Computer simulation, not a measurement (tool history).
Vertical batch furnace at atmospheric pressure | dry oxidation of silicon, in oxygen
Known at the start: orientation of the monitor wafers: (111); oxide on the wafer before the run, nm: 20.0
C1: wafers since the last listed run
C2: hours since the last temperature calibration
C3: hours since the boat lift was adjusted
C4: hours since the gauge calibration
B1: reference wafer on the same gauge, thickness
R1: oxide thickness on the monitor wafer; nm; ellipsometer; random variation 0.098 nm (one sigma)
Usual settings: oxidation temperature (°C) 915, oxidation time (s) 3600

run 1 hour=0 | oxidation_temperature_(°C)=915 oxidation_time_(s)=4590 | C1=0 C2=2205.3 C3=5352.5 C4=43.3 | B1=46.08 | R1=50.67
run 2 hour=35.4 | oxidation_temperature_(°C)=915 oxidation_time_(s)=4590 | C1=544 C2=2240.7 C3=5387.9 C4=78.7 | B1=46.06 | R1=50.67
run 3 hour=62.7 | oxidation_temperature_(°C)=915 oxidation_time_(s)=4590 | C1=419 C2=2268 C3=5415.2 C4=106 | B1=46.08 | R1=50.67
-- hour=108.1 thermocouples replaced and temperature profile calibrated
run 4 hour=108.6 | oxidation_temperature_(°C)=915 oxidation_time_(s)=3600 | C1=336 C2=0.5 C3=5461.1 C4=151.9 | B1=46.11 | R1=45.15
run 5 hour=114.1 | oxidation_temperature_(°C)=915 oxidation_time_(s)=3600 | C1=84 C2=6 C3=5466.6 C4=157.4 | B1=46.09 | R1=44.96
run 6 hour=119.5 | oxidation_temperature_(°C)=929 oxidation_time_(s)=3600 | C1=83 C2=11.4 C3=5472 C4=162.8 | B1=46.06 | R1=49.43
run 7 hour=130.3 | oxidation_temperature_(°C)=929 oxidation_time_(s)=3600 | C1=166 C2=22.2 C3=5482.8 C4=173.6 | B1=46.13 | R1=49.32
-- hour=204.1 gauge calibrated
run 8 hour=210.4 | oxidation_temperature_(°C)=937 oxidation_time_(s)=2250 | C1=1231 C2=102.3 C3=5562.9 C4=6.3 | B1=46.13 | R1=41.56
-- hour=239.1 boat lift adjusted
run 9 hour=239.6 | oxidation_temperature_(°C)=940 oxidation_time_(s)=1980 | C1=79 C2=131.5 C3=0.5 C4=35.5 | B1=46.12 | R1=39.95
run 10 hour=250.7 | oxidation_temperature_(°C)=915 oxidation_time_(s)=3600 | C1=170 C2=142.6 C3=11.6 C4=46.6 | B1=46.13 | R1=45.09
run 11 hour=269.3 | oxidation_temperature_(°C)=931 oxidation_time_(s)=4680 | C1=285 C2=161.2 C3=30.2 C4=65.2 | B1=46.1 | R1=57.27
run 12 hour=294.7 | oxidation_temperature_(°C)=904 oxidation_time_(s)=3600 | C1=390 C2=186.6 C3=55.6 C4=90.6 | B1=46.09 | R1=41.84
run 13 hour=308.5 | oxidation_temperature_(°C)=940 oxidation_time_(s)=1980 | C1=212 C2=200.4 C3=69.4 C4=104.4 | B1=46.05 | R1=39.93
run 14 hour=321.9 | oxidation_temperature_(°C)=915 oxidation_time_(s)=1920 | C1=206 C2=213.8 C3=82.8 C4=117.8 | B1=46.12 | R1=34.74

The tool's hidden state at each run:
true tube temperature minus thermocouple reading, K: 0 in every run
monitor wafer colder than the profiled boat position, K: 0 in every run
gauge reads high (%): 0 in every run

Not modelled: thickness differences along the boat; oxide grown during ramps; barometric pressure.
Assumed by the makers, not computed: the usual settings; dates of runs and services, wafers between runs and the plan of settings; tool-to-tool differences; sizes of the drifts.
